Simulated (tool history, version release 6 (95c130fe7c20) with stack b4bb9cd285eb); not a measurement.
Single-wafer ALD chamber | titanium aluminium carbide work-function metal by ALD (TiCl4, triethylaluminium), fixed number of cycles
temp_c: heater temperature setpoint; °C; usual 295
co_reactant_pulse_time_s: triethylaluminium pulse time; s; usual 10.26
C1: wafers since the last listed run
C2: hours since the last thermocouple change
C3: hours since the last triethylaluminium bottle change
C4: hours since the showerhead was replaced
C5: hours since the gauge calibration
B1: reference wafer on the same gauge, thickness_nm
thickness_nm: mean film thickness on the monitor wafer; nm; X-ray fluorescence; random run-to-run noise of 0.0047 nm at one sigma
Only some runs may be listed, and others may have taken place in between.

{"run": 1, "hour": 0.0, "temp_c": 290, "co_reactant_pulse_time_s": 10.26, "C1": 0, "C2": 1773.6, "C3": 1050.0, "C4": 7983.4, "C5": 10.2, "B1": 2.1, "thickness_nm": 1.68}
{"run": 2, "hour": 16.2, "temp_c": 290, "co_reactant_pulse_time_s": 10.26, "C1": 177, "C2": 1789.8, "C3": 1066.2, "C4": 7999.6, "C5": 26.4, "B1": 2.1, "thickness_nm": 1.689}
{"run": 3, "hour": 22.5, "temp_c": 290, "co_reactant_pulse_time_s": 10.26, "C1": 68, "C2": 1796.1, "C3": 1072.5, "C4": 8005.9, "C5": 32.7, "B1": 2.1, "thickness_nm": 1.678}
{"run": 4, "hour": 34.4, "temp_c": 287, "co_reactant_pulse_time_s": 12.62, "C1": 130, "C2": 1808.0, "C3": 1084.4, "C4": 8017.8, "C5": 44.6, "B1": 2.1, "thickness_nm": 1.744}
{"run": 5, "hour": 52.0, "temp_c": 295, "co_reactant_pulse_time_s": 10.26, "C1": 192, "C2": 1825.6, "C3": 1102.0, "C4": 8035.4, "C5": 62.2, "B1": 2.1, "thickness_nm": 1.721}
{"run": 6, "hour": 62.0, "temp_c": 295, "co_reactant_pulse_time_s": 10.26, "C1": 109, "C2": 1835.6, "C3": 1112.0, "C4": 8045.4, "C5": 72.2, "B1": 2.099, "thickness_nm": 1.722}
{"run": 7, "hour": 77.1, "temp_c": 301, "co_reactant_pulse_time_s": 8.4, "C1": 165, "C2": 1850.7, "C3": 1127.1, "C4": 8060.5, "C5": 87.3, "B1": 2.102, "thickness_nm": 1.656}
{"run": 8, "hour": 86.1, "temp_c": 295, "co_reactant_pulse_time_s": 10.26, "C1": 98, "C2": 1859.7, "C3": 1136.1, "C4": 8069.5, "C5": 96.3, "B1": 2.099, "thickness_nm": 1.72}
{"run": 9, "hour": 97.5, "temp_c": 295, "co_reactant_pulse_time_s": 10.26, "C1": 124, "C2": 1871.1, "C3": 1147.5, "C4": 8080.9, "C5": 107.7, "B1": 2.102, "thickness_nm": 1.708}
{"run": 10, "hour": 113.4, "temp_c": 295, "co_reactant_pulse_time_s": 6.29, "C1": 173, "C2": 1887.0, "C3": 1163.4, "C4": 8096.8, "C5": 123.6, "B1": 2.1, "thickness_nm": 1.363}
{"hour": 128.1, "done": "triethylaluminium bottle replaced"}
{"run": 11, "hour": 128.6, "temp_c": 295, "co_reactant_pulse_time_s": 10.26, "C1": 78, "C2": 1902.2, "C3": 0.5, "C4": 8112.0, "C5": 138.8, "B1": 2.1, "thickness_nm": 1.835}
{"run": 12, "hour": 135.0, "temp_c": 283, "co_reactant_pulse_time_s": 13.44, "C1": 70, "C2": 1908.6, "C3": 6.9, "C4": 8118.4, "C5": 145.2, "B1": 2.102, "thickness_nm": 1.767}
{"hour": 145.9, "done": "showerhead replaced"}
{"run": 13, "hour": 146.4, "temp_c": 290, "co_reactant_pulse_time_s": 8.83, "C1": 37, "C2": 1920.0, "C3": 18.3, "C4": 0.5, "C5": 156.6, "B1": 2.098, "thickness_nm": 1.745}
{"run": 14, "hour": 151.3, "temp_c": 295, "co_reactant_pulse_time_s": 10.26, "C1": 53, "C2": 1924.9, "C3": 23.2, "C4": 5.4, "C5": 161.5, "B1": 2.101, "thickness_nm": 1.835}
{"run": 15, "hour": 164.7, "temp_c": 286, "co_reactant_pulse_time_s": 11.43, "C1": 146, "C2": 1938.3, "C3": 36.6, "C4": 18.8, "C5": 174.9, "B1": 2.098, "thickness_nm": 1.769}
{"run": 16, "hour": 180.6, "temp_c": 295, "co_reactant_pulse_time_s": 13.39, "C1": 173, "C2": 1954.2, "C3": 52.5, "C4": 34.7, "C5": 190.8, "B1": 2.099, "thickness_nm": 1.887}
{"run": 17, "hour": 190.7, "temp_c": 295, "co_reactant_pulse_time_s": 10.26, "C1": 110, "C2": 1964.3, "C3": 62.6, "C4": 44.8, "C5": 200.9, "B1": 2.1, "thickness_nm": 1.833}
{"run": 18, "hour": 197.8, "temp_c": 302, "co_reactant_pulse_time_s": 12.1, "C1": 77, "C2": 1971.4, "C3": 69.7, "C4": 51.9, "C5": 208.0, "B1": 2.1, "thickness_nm": 1.929}
{"run": 19, "hour": 210.3, "temp_c": 295, "co_reactant_pulse_time_s": 10.26, "C1": 136, "C2": 1983.9, "C3": 82.2, "C4": 64.4, "C5": 220.5, "B1": 2.099, "thickness_nm": 1.836}
{"hour": 220.1, "done": "thermocouple changed; heater temperature recalibrated"}
{"run": 20, "hour": 226.9, "temp_c": 289, "co_reactant_pulse_time_s": 11.3, "C1": 94, "C2": 6.8, "C3": 98.8, "C4": 81.0, "C5": 237.1, "B1": 2.1, "thickness_nm": 1.848}
{"run": 21, "hour": 236.4, "temp_c": 306, "co_reactant_pulse_time_s": 7.08, "C1": 103, "C2": 16.3, "C3": 108.3, "C4": 90.5, "C5": 246.6, "B1": 2.101, "thickness_nm": 1.827}
{"run": 22, "hour": 243.2, "temp_c": 295, "co_reactant_pulse_time_s": 10.26, "C1": 74, "C2": 23.1, "C3": 115.1, "C4": 97.3, "C5": 253.4, "B1": 2.1, "thickness_nm": 1.884}
{"run": 23, "hour": 251.7, "temp_c": 304, "co_reactant_pulse_time_s": 14.05, "C1": 92, "C2": 31.6, "C3": 123.6, "C4": 105.8, "C5": 261.9, "B1": 2.102, "thickness_nm": 2.018}
{"run": 24, "hour": 263.0, "temp_c": 295, "co_reactant_pulse_time_s": 7.4, "C1": 123, "C2": 42.9, "C3": 134.9, "C4": 117.1, "C5": 273.2, "B1": 2.099, "thickness_nm": 1.745}
{"run": 25, "hour": 273.4, "temp_c": 285, "co_reactant_pulse_time_s": 10.26, "C1": 113, "C2": 53.3, "C3": 145.3, "C4": 127.5, "C5": 283.6, "B1": 2.101, "thickness_nm": 1.781}
{"run": 26, "hour": 288.3, "temp_c": 295, "co_reactant_pulse_time_s": 10.26, "C1": 162, "C2": 68.2, "C3": 160.2, "C4": 142.4, "C5": 298.5, "B1": 2.1, "thickness_nm": 1.878}
{"run": 27, "hour": 296.6, "temp_c": 283, "co_reactant_pulse_time_s": 12.83, "C1": 90, "C2": 76.5, "C3": 168.5, "C4": 150.7, "C5": 306.8, "B1": 2.098, "thickness_nm": 1.798}
{"run": 28, "hour": 304.9, "temp_c": 295, "co_reactant_pulse_time_s": 10.26, "C1": 90, "C2": 84.8, "C3": 176.8, "C4": 159.0, "C5": 315.1, "B1": 2.098, "thickness_nm": 1.873}
{"hour": 310.0, "done": "gauge calibrated"}
{"run": 29, "hour": 316.9, "temp_c": 295, "co_reactant_pulse_time_s": 8.34, "C1": 131, "C2": 96.8, "C3": 188.8, "C4": 171.0, "C5": 6.9, "B1": 2.098, "thickness_nm": 1.798}
{"run": 30, "hour": 327.3, "temp_c": 295, "co_reactant_pulse_time_s": 10.26, "C1": 113, "C2": 107.2, "C3": 199.2, "C4": 181.4, "C5": 17.3, "B1": 2.098, "thickness_nm": 1.874}
{"run": 31, "hour": 338.6, "temp_c": 285, "co_reactant_pulse_time_s": 6.64, "C1": 123, "C2": 118.5, "C3": 210.5, "C4": 192.7, "C5": 28.6, "B1": 2.1, "thickness_nm": 1.579}
{"run": 32, "hour": 351.6, "temp_c": 290, "co_reactant_pulse_time_s": 12.86, "C1": 142, "C2": 131.5, "C3": 223.5, "C4": 205.7, "C5": 41.6, "B1": 2.097, "thickness_nm": 1.855}
{"run": 33, "hour": 357.7, "temp_c": 290, "co_reactant_pulse_time_s": 13.83, "C1": 66, "C2": 137.6, "C3": 229.6, "C4": 211.8, "C5": 47.7, "B1": 2.1, "thickness_nm": 1.869}

Below, some changes in thickness_nm between adjacent runs. For each, the amount present without the hidden state too (settings, incoming material, random variation) and the amount remaining for the hidden state with gauge scatter not shared by both compared results:
The hidden state here: wafer temperature above the value expected at the setpoint (K); triethylaluminium dose above that of a fresh bottle (%); gauge reads high (%).
Run 6 -> 7: temp_c 295 -> 301, co_reactant_pulse_time_s 10.26 -> 8.40. thickness_nm -0.066 nm: hidden state -0.063, all else -0.003.
Run 9 -> 10: co_reactant_pulse_time_s 10.26 -> 6.29. thickness_nm -0.345 nm: hidden state -0.126, all else -0.219.
Run 10 -> 11: co_reactant_pulse_time_s 6.29 -> 10.26, triethylaluminium bottle replaced. thickness_nm +0.472 nm: hidden state +0.255, all else +0.217.
Run 30 -> 31: temp_c 295 -> 285, co_reactant_pulse_time_s 10.26 -> 6.64. thickness_nm -0.295 nm: hidden state -0.016, all else -0.279.

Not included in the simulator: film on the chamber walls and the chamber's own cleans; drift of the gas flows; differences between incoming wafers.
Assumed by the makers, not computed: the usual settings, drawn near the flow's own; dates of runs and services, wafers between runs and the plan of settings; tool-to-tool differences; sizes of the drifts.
